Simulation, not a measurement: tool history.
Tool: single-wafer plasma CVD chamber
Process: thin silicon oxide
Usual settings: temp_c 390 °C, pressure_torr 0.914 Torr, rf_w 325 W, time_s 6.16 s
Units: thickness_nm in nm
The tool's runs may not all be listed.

run,hour,temp_c,pressure_torr,rf_w,time_s,"read-back reference wafer on the same gauge, thickness_nm",thickness_nm
1,0,390,0.97,325,6.87,12.302,16.198
2,106.7,390,0.97,325,6.87,12.298,16.199
3,168.9,390,0.914,325,6.16,12.302,13.874
4,260.7,390,0.914,325,6.16,12.299,14.018
5,347.3,390,0.914,325,6.16,12.298,13.897
6,415,390,0.914,325,6.16,12.318,13.998
7,489.8,390,0.914,325,6.16,12.319,14.063
8,589.3,384,0.776,325,6.16,12.307,12.146
9,730.2,390,0.914,325,6.16,12.306,14.218
10,835,390,0.914,325,6.16,12.293,14.274
11,884.1,390,0.914,325,6.16,12.291,14.403
12,930.3,390,0.914,355,6.16,12.277,14.18
13,986.5,390,0.914,325,6.16,12.292,13.719
14,1225.1,390,0.914,325,6.16,12.314,13.781
15,1314.8,390,0.914,325,6.16,12.303,13.764
16,1389.9,390,0.914,270,6.16,12.282,12.796
17,1462,384,0.776,325,6.16,12.322,11.853
18,1527.1,390,0.914,325,6.16,12.29,13.709
19,1617.3,396,0.914,325,6.16,12.303,13.828
20,1715.4,379,0.914,375,6.16,12.298,14.848
21,1809.6,379,0.914,325,7.05,12.28,16.072
22,1846.8,390,0.914,325,6.16,12.292,13.941
23,1934.6,390,1.019,325,6.82,12.309,16.86
24,2001.3,396,1.034,325,6.16,12.288,15.338
25,2075.4,404,0.914,350,6.16,12.28,14.344
26,2163.7,380,0.914,345,6.16,12.299,14.188
27,2217.8,378,1.119,310,5.15,12.293,13.346
28,2268.2,390,0.803,300,6.16,12.312,11.889
29,2319.5,390,0.914,380,4.95,12.296,11.789

Not shown: 7 entries that the log had between the listed runs. Between which runs, and how does the tool's hidden state differ before and after?
Between runs 6 and 7: RF generator calibrated (hour 489.3)
  true pressure above the setpoint (%): 2.3 -> 2.72
  measured less the result without the state, thickness_nm: +0.282 -> +0.333 nm
Between runs 11 and 12: capacitance manometer re-zeroed and calibrated (hour 917.7); thermocouple changed; heater temperature recalibrated (hour 921.8)
  true pressure above the setpoint (%): 5.35 -> -0.00261
  measured less the result without the state, thickness_nm: +0.655 -> -0.001 nm
Between runs 14 and 15: showerhead replaced (hour 1314.3)
  true pressure above the setpoint (%): 0.233 -> 0.39
  measured less the result without the state, thickness_nm: +0.029 -> +0.047 nm
Between runs 18 and 19: gauge calibrated (hour 1602)
  true pressure above the setpoint (%): 0.923 -> 1.22
  measured less the result without the state, thickness_nm: +0.112 -> +0.149 nm
Between runs 20 and 21: RF generator calibrated (hour 1754.9)
  true pressure above the setpoint (%): 1.58 -> 1.98
  measured less the result without the state, thickness_nm: +0.207 -> +0.279 nm
Between runs 25 and 26: capacitance manometer re-zeroed and calibrated (hour 2146.2)
  true pressure above the setpoint (%): 3.34 -> 0.613
  measured less the result without the state, thickness_nm: +0.415 -> +0.077 nm
